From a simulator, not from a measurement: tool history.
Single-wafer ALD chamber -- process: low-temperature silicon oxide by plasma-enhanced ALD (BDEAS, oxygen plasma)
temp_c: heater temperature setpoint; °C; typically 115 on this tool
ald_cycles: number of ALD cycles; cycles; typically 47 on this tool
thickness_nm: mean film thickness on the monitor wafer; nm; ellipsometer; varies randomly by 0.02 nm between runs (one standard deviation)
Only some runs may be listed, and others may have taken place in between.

run,day,temp_c,ald_cycles,wafers since the last listed run,hours since the last thermocouple change,hours since the gauge calibration,"read-back reference wafer on the same gauge, thickness_nm",thickness_nm
1,0,115,47,0,1678.6,198.6,5.55,6.503
2,0.612,115,47,79,1693.3,213.3,5.549,6.506
3,1.275,115,47,85,1709.2,229.2,5.545,6.524
4,1.829,115,41,71,1722.5,242.5,5.548,5.67
5,2.383,115,41,71,1735.8,255.8,5.553,5.671
6,3.262,115,47,113,1756.9,276.9,5.554,6.518
7,4.475,115,47,156,1786,306,5.549,6.529
8,5.775,115,47,167,1817.2,337.2,5.544,6.514
9,6.775,115,47,129,1841.2,361.2,5.548,6.531
10,7.812,115,47,134,1866.1,386.1,5.542,6.541
11,8.754,115,47,121,1888.7,408.7,5.543,6.525
12,10.046,115,47,166,1919.7,439.7,5.547,6.532
13,11.217,115,47,151,1947.8,467.8,5.54,6.524
14,12.188,115,47,125,1971.1,491.1,5.551,6.504
15,12.817,124,47,81,1986.2,506.2,5.544,6.373
16,13.508,108,40,89,2002.8,522.8,5.56,5.612
17,14.142,111,47,81,2018,538,5.551,6.542
18,15.162,124,56,131,2042.5,562.5,5.548,7.594
# day 15.933: thermocouple changed; heater temperature recalibrated
19,15.954,115,47,59,0.5,581.5,5.552,6.524
# day 16.692: gauge calibrated
20,16.983,103,47,132,25.2,7,5.551,6.685
21,17.825,106,42,108,45.4,27.2,5.554,5.911
22,18.617,123,53,102,64.4,46.2,5.552,7.188
23,20.062,127,47,186,99.1,80.9,5.551,6.387
24,20.762,102,47,90,115.9,97.7,5.545,6.65
25,22.092,107,43,171,147.8,129.6,5.547,6.063
26,22.958,115,47,111,168.6,150.4,5.55,6.547
27,23.542,109,44,75,182.6,164.4,5.549,6.161
28,24.925,115,47,178,215.8,197.6,5.555,6.536
29,25.867,115,39,121,238.4,220.2,5.553,5.401

Alternative continuations, all from the tool just after run 29; predict every row:
A,25.888,115,52,2,238.9,220.7,?,?
B,25.888,115,42,2,238.9,220.7,?,?
C,25.888,120,41,2,238.9,220.7,?,?

run,"read-back reference wafer on the same gauge, thickness_nm",thickness_nm
A,5.552,7.212
B,5.552,5.825
C,5.552,5.634
Take away the tool's hidden state, keep each run's random variation, and the runs would have read:
run,thickness_nm
A,7.212
B,5.825
C,5.634
